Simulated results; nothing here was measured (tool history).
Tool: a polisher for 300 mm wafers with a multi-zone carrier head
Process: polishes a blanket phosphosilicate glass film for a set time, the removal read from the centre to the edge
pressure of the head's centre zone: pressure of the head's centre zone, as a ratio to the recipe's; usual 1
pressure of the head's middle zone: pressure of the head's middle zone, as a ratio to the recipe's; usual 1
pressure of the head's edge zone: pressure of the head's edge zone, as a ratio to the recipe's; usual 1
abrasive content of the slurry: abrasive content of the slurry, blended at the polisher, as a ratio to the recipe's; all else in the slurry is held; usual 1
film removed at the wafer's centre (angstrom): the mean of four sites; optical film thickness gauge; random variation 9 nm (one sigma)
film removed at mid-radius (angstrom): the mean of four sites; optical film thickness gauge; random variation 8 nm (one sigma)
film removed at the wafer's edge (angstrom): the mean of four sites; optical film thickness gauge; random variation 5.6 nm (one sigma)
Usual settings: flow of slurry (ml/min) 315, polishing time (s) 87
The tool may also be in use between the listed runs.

run	day	flow of slurry (ml/min)	pressure of the head's centre zone	pressure of the head's middle zone	pressure of the head's edge zone	abrasive content of the slurry	polishing time (s)	wafers since the last listed run	wafers polished on this pad	hours since the slurry nozzle was cleaned	hours since the centre zone pressure was calibrated	hours since the edge zone pressure was calibrated	hours since the carrier head's membrane was replaced	incoming thickness of the incoming film, nm	film removed at the wafer's centre (angstrom)	film removed at mid-radius (angstrom)	film removed at the wafer's edge (angstrom)
1	0	315	0.95	1	1	1	87	0	873	98.3	278.1	13	95.9	4156.4	5780	6761	6487
# day 0.296: worn pad replaced by a new one
2	0.358	315	1	1	1	1	87	44	14	106.9	286.7	21.6	104.5	4087.7	6079	6688	6565
3	0.725	315	1	1	1	0.9	87	85	99	115.7	295.5	30.4	113.3	4162	5805	6511	6382
4	1.404	315	1.12	1	0.9	1	60	157	257	132	311.8	46.7	129.6	4092.3	4617	4602	4412
5	1.867	240	1	1	0.89	1	87	107	365	143.1	322.9	57.8	140.7	4078.4	5839	6558	6089
6	2.242	315	1	1	1.04	0.85	87	87	452	152.1	331.9	66.8	149.7	4082.8	5642	6339	6271
7	2.729	315	1	1	1	1	87	113	566	163.8	343.6	78.5	161.4	4137.8	6057	6609	6513
8	3.317	275	1	1	1	1	87	136	702	177.9	357.7	92.6	175.5	4087.1	5907	6550	6463
9	3.792	315	1	1.11	0.96	0.75	87	110	813	189.3	369.1	104	186.9	4129.7	5467	6577	5901
10	4.092	315	1	0.95	1	1.25	111	69	883	196.5	376.3	111.2	194.1	4085.1	8099	8733	8832
11	4.462	315	0.95	1.06	1	1	61	86	969	205.4	385.2	120.1	203	4161	3866	4882	4579
# day 5.112: worn pad replaced by a new one
12	5.133	315	1	1	1	1	87	117	4	221.5	401.3	136.2	219.1	4131.9	6066	6565	6516
13	5.579	315	1	1	1	1	104	103	108	232.2	412	146.9	229.8	4160.5	6955	7812	7749
# day 5.733: centre zone pressure recalibrated
14	6.142	315	1	1	1	1	107	111	220	245.7	9.8	160.4	243.3	4103.1	8037	7912	7941
15	6.717	315	1.07	1	0.96	1.3	59	133	353	259.5	23.6	174.2	257.1	4042.2	4963	4869	4642
16	6.979	315	1	1	1	1	87	61	414	265.8	29.9	180.5	263.4	4159.7	6394	6490	6387
# day 7.462: slurry nozzle cleaned
17	7.538	315	1	1.11	1	0.9	87	120	535	1.8	43.3	193.9	276.8	4099.8	6452	6967	6374
18	8.208	280	1	1	1	1	87	156	691	17.9	59.4	210	292.9	4128.3	6366	6838	6540
19	8.483	315	1	1	1	1	87	63	755	24.5	66	216.6	299.5	4080.9	6347	6744	6613
20	8.979	355	1.1	1	1	1	87	115	870	36.4	77.9	228.5	311.4	4127.8	6881	6857	6715
# day 9.683: worn pad replaced by a new one
21	9.704	315	1	1	1	1	87	129	5	53.8	95.3	245.9	328.8	4133.3	6281	6726	6599
22	10.15	315	0.92	1	1.04	0.8	87	103	108	64.5	106	256.6	339.5	4093.5	5612	6320	6218
23	10.788	255	1	1	1.08	1	87	148	257	79.8	121.3	271.9	354.8	4047.8	6152	6613	6663

Some steps in film removed at the wafer's centre (angstrom) between neighbouring runs. How much of each would the tool show without its hidden state too (settings, what came in, random variation), and how much is left for the hidden state, with any gauge scatter that isn't in both results?
The hidden state here: removal rate lost through wear of the pad, %; slurry flow missing at the pad, %; deviation of the centre zone's pressure from its setpoint, %; deviation of the edge zone's pressure from its setpoint, %.
Run 10 -> 11: pressure of the head's centre zone 1 -> 0.95, pressure of the head's middle zone 0.95 -> 1.06, abrasive content of the slurry 1.25 -> 1, polishing time (s) 111 -> 61. film removed at the wafer's centre (angstrom) -4233: hidden state +556, all else -4789.
Run 13 -> 14: polishing time (s) 104 -> 107, centre zone pressure recalibrated. film removed at the wafer's centre (angstrom) +1082: hidden state +603, all else +479.
Run 14 -> 15: pressure of the head's centre zone 1 -> 1.07, pressure of the head's edge zone 1 -> 0.96, abrasive content of the slurry 1 -> 1.3, polishing time (s) 107 -> 59. film removed at the wafer's centre (angstrom) -3074: hidden state +86, all else -3160.
